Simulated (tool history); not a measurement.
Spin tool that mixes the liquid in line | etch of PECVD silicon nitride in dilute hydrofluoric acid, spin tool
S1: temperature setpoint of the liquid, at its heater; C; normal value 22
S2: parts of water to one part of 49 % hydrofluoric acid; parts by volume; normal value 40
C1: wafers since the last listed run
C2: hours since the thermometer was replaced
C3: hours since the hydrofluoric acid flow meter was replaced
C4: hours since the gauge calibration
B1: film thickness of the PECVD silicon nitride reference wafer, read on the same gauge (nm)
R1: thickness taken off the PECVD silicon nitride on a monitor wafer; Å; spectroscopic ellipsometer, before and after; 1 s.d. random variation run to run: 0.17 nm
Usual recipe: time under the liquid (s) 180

run 1 hour=0 | S1=22 S2=40 time_under_the_liquid_(s)=180 | C1=0 C2=955 C3=1961.3 C4=412.5 | B1=139.98 | R1=188.6
run 2 hour=93.2 | S1=22 S2=40 time_under_the_liquid_(s)=180 | C1=654 C2=1048.2 C3=2054.5 C4=505.7 | B1=140 | R1=188.9
run 3 hour=124.2 | S1=22 S2=40 time_under_the_liquid_(s)=180 | C1=217 C2=1079.2 C3=2085.5 C4=536.7 | B1=139.97 | R1=191.5
run 4 hour=154.8 | S1=22 S2=40 time_under_the_liquid_(s)=180 | C1=214 C2=1109.8 C3=2116.1 C4=567.3 | B1=139.98 | R1=190.8
run 5 hour=188.9 | S1=22 S2=30 time_under_the_liquid_(s)=180 | C1=239 C2=1143.9 C3=2150.2 C4=601.4 | B1=140.02 | R1=250.8
run 6 hour=265.9 | S1=22 S2=30 time_under_the_liquid_(s)=180 | C1=540 C2=1220.9 C3=2227.2 C4=678.4 | B1=140.04 | R1=248
run 7 hour=289 | S1=26 S2=40 time_under_the_liquid_(s)=180 | C1=162 C2=1244 C3=2250.3 C4=701.5 | B1=139.96 | R1=251.9
-- hour=304.6 gauge calibrated
run 8 hour=308.6 | S1=26 S2=40 time_under_the_liquid_(s)=180 | C1=137 C2=1263.6 C3=2269.9 C4=4 | B1=140.01 | R1=248.3
-- hour=316.2 hydrofluoric acid flow meter replaced
run 9 hour=333.4 | S1=22 S2=40 time_under_the_liquid_(s)=220 | C1=167 C2=1288.4 C3=17.2 C4=28.8 | B1=140.01 | R1=230.7
run 10 hour=346 | S1=22 S2=40 time_under_the_liquid_(s)=220 | C1=88 C2=1301 C3=29.8 C4=41.4 | B1=140.01 | R1=233.9
run 11 hour=378.1 | S1=22 S2=40 time_under_the_liquid_(s)=220 | C1=225 C2=1333.1 C3=61.9 C4=73.5 | B1=140.01 | R1=228.9
run 12 hour=411.3 | S1=24.5 S2=55 time_under_the_liquid_(s)=180 | C1=233 C2=1366.3 C3=95.1 C4=106.7 | B1=140 | R1=162.2
run 13 hour=426.8 | S1=22 S2=40 time_under_the_liquid_(s)=180 | C1=108 C2=1381.8 C3=110.6 C4=122.2 | B1=140 | R1=189.1
run 14 hour=442.6 | S1=19 S2=50 time_under_the_liquid_(s)=260 | C1=110 C2=1397.6 C3=126.4 C4=138 | B1=140.01 | R1=177.6
run 15 hour=462.4 | S1=22 S2=40 time_under_the_liquid_(s)=180 | C1=139 C2=1417.4 C3=146.2 C4=157.8 | B1=140.03 | R1=188.8
run 16 hour=486.3 | S1=22 S2=50 time_under_the_liquid_(s)=125 | C1=167 C2=1441.3 C3=170.1 C4=181.7 | B1=139.99 | R1=106.9
run 17 hour=511.8 | S1=22 S2=40 time_under_the_liquid_(s)=180 | C1=179 C2=1466.8 C3=195.6 C4=207.2 | B1=140 | R1=188.6
-- hour=529.5 thermometer replaced
run 18 hour=546.1 | S1=24 S2=30 time_under_the_liquid_(s)=230 | C1=233 C2=16.6 C3=229.9 C4=241.5 | B1=139.99 | R1=364.8
run 19 hour=565.3 | S1=22 S2=25 time_under_the_liquid_(s)=80 | C1=134 C2=35.8 C3=249.1 C4=260.7 | B1=140.03 | R1=133.4
run 20 hour=591.6 | S1=17 S2=25 time_under_the_liquid_(s)=285 | C1=184 C2=62.1 C3=275.4 C4=287 | B1=140.03 | R1=332.2
run 21 hour=615.8 | S1=22 S2=40 time_under_the_liquid_(s)=180 | C1=169 C2=86.3 C3=299.6 C4=311.2 | B1=140.02 | R1=190.7
run 22 hour=636.2 | S1=22 S2=40 time_under_the_liquid_(s)=180 | C1=143 C2=106.7 C3=320 C4=331.6 | B1=140 | R1=190.5
run 23 hour=659.5 | S1=20 S2=40 time_under_the_liquid_(s)=90 | C1=163 C2=130 C3=343.3 C4=354.9 | B1=140.01 | R1=83.5
run 24 hour=689 | S1=19.5 S2=55 time_under_the_liquid_(s)=290 | C1=207 C2=159.5 C3=372.8 C4=384.4 | B1=140.03 | R1=188.4
run 25 hour=716.9 | S1=18 S2=60 time_under_the_liquid_(s)=265 | C1=195 C2=187.4 C3=400.7 C4=412.3 | B1=139.99 | R1=144.3
run 26 hour=748.5 | S1=19.5 S2=50 time_under_the_liquid_(s)=180 | C1=221 C2=219 C3=432.3 C4=443.9 | B1=139.98 | R1=127.7
run 27 hour=775.2 | S1=23.5 S2=40 time_under_the_liquid_(s)=180 | C1=187 C2=245.7 C3=459 C4=470.6 | B1=139.99 | R1=211.1
run 28 hour=806.9 | S1=22 S2=40 time_under_the_liquid_(s)=150 | C1=222 C2=277.4 C3=490.7 C4=502.3 | B1=140.02 | R1=159.8
run 29 hour=842 | S1=17 S2=20 time_under_the_liquid_(s)=225 | C1=246 C2=312.5 C3=525.8 C4=537.4 | B1=139.98 | R1=329.3
run 30 hour=871.6 | S1=19.5 S2=55 time_under_the_liquid_(s)=290 | C1=207 C2=342.1 C3=555.4 C4=567 | B1=139.99 | R1=190.1
run 31 hour=896.9 | S1=22 S2=40 time_under_the_liquid_(s)=180 | C1=177 C2=367.4 C3=580.7 C4=592.3 | B1=139.98 | R1=191.6
run 32 hour=928.5 | S1=18.5 S2=20 time_under_the_liquid_(s)=110 | C1=221 C2=399 C3=612.3 C4=623.9 | B1=139.99 | R1=178.2

Expected results for the next run?
run 33 hour=959.4 | S1=18.5 S2=40 time_under_the_liquid_(s)=180 | C1=217 C2=429.9 C3=643.2 C4=654.8 | B1=? | R1=?

{"run 33": {"B1": 140.01, "R1": 146.6}}
Were there no unlogged condition in the tool, this run, its random variation unchanged, would have produced R1 146.6 Å.
